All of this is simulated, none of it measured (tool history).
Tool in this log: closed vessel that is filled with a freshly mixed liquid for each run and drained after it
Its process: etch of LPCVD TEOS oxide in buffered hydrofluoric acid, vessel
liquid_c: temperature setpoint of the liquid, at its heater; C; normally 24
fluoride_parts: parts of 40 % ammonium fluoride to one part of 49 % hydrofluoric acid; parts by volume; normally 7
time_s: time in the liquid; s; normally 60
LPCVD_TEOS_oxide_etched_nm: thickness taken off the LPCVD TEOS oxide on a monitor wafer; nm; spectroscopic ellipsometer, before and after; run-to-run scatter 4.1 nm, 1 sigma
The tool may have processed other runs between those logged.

run     day  liquid_c  fluoride_parts  time_s  read-back film thickness of the LPCVD TEOS oxide reference wafer, read on the same gauge (nm)  LPCVD_TEOS_oxide_etched_nm
  1       0        24               7      60                                                                                         100.01                      424.35
  2     1.5        24               7      60                                                                                          99.94                      435.67
  3   4.558        24               7      60                                                                                         100.01                      431.46
  4    8.25        24               7      50                                                                                          99.98                      357.55
     11.967  -- hydrofluoric acid flow meter replaced
  5  21.404        24             8.5      60                                                                                         100.01                      351.97
  6  24.988        24             8.5      60                                                                                            100                         358
     26.408  -- gauge calibrated
  7  29.425        24               7      60                                                                                          99.99                      436.85
     29.729  -- hydrofluoric acid flow meter replaced
  8  37.471        24               7      60                                                                                          99.98                      426.17
  9  41.696        24               7      60                                                                                         100.01                      421.17
 10  43.867      21.5               7      60                                                                                         100.02                      378.09
 11  47.233        24               7      70                                                                                          99.96                      523.19
     50.358  -- hydrofluoric acid flow meter replaced
 12  51.479        24               7      60                                                                                          99.96                      420.38
 13  54.179        24               7      70                                                                                         100.06                      490.58
 14  56.879      25.5               5      40                                                                                         100.02                       414.1
     57.708  -- thermometer replaced
 15  60.692      19.5             9.5      60                                                                                          99.95                      245.45
 16  62.517        24               5      75                                                                                         100.05                      720.12
 17  65.496      28.5             8.5      80                                                                                          99.99                      611.81
 18  69.662      28.5             9.5      60                                                                                            100                      408.98
     70.792  -- hydrofluoric acid flow meter replaced
     71.758  -- gauge calibrated
 19  72.908      20.5             9.5      70                                                                                          99.96                       294.1
 20  77.158      28.5             9.5      60                                                                                         100.03                      397.49

State the hidden condition of the tool at each of the runs:
liquid hotter than its thermometer reads (K): 0 at every run
gauge reads high (%): 0 at every run
H1: hydrofluoric acid flow above the setpoint (%)
run     H1
  1   1.72
  2   2.19
  3   3.15
  4   4.31
  5   4.18
  6    5.3
  7    6.7
  8   2.65
  9   3.98
 10   4.66
 11   5.71
 12  0.626
 13   1.47
 14   2.32
 15   3.52
 16   4.09
 17   5.02
 18   6.33
 19  0.905
 20   2.24

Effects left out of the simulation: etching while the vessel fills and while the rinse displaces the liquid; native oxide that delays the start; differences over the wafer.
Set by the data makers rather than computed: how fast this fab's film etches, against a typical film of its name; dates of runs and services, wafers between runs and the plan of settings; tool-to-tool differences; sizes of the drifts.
